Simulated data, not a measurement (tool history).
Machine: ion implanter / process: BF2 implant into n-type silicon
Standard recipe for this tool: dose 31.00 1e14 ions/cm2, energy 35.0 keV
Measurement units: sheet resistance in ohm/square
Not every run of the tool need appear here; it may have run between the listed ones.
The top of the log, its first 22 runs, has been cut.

run,hour,dose,energy,"read-back reference wafer on the same gauge, sheet resistance",sheet resistance
23,971.1,35.34,30.0,116.03,117.45
# hour 1021.0: Faraday cup replaced and dose calibrated
24,1027.1,38.78,42.0,116.04,98.08
25,1057.0,31.00,42.0,115.98,99.80
26,1110.3,36.59,40.0,116.02,100.98
27,1181.7,31.00,35.0,116.03,109.57
28,1231.7,36.96,27.5,115.98,121.74
29,1303.5,31.00,35.0,116.05,109.95
30,1344.7,22.52,35.0,116.00,112.36
31,1407.9,31.00,35.0,116.04,109.97
32,1473.2,31.00,39.5,115.98,103.20
33,1551.3,22.50,47.0,115.98,96.88
34,1650.1,21.81,29.0,115.97,122.71
35,1696.7,25.72,31.5,115.98,117.09
36,1728.2,35.88,35.0,116.04,108.52
37,1787.2,34.87,31.0,116.01,115.67

Here are 4 independent what-if runs from the current tool condition. What would each one return?
A,1787.6,31.00,35.0,?,?
B,1787.6,24.10,26.0,?,?
C,1787.6,25.23,27.5,?,?
D,1787.6,31.00,42.5,?,?

run,"read-back reference wafer on the same gauge, sheet resistance",sheet resistance
A,115.99,109.94
B,115.99,128.11
C,115.99,124.66
D,115.99,99.44
Take away the tool's hidden state, keep each run's random variation, and the runs would have read:
run,sheet resistance
A,109.96
B,128.14
C,124.68
D,99.47

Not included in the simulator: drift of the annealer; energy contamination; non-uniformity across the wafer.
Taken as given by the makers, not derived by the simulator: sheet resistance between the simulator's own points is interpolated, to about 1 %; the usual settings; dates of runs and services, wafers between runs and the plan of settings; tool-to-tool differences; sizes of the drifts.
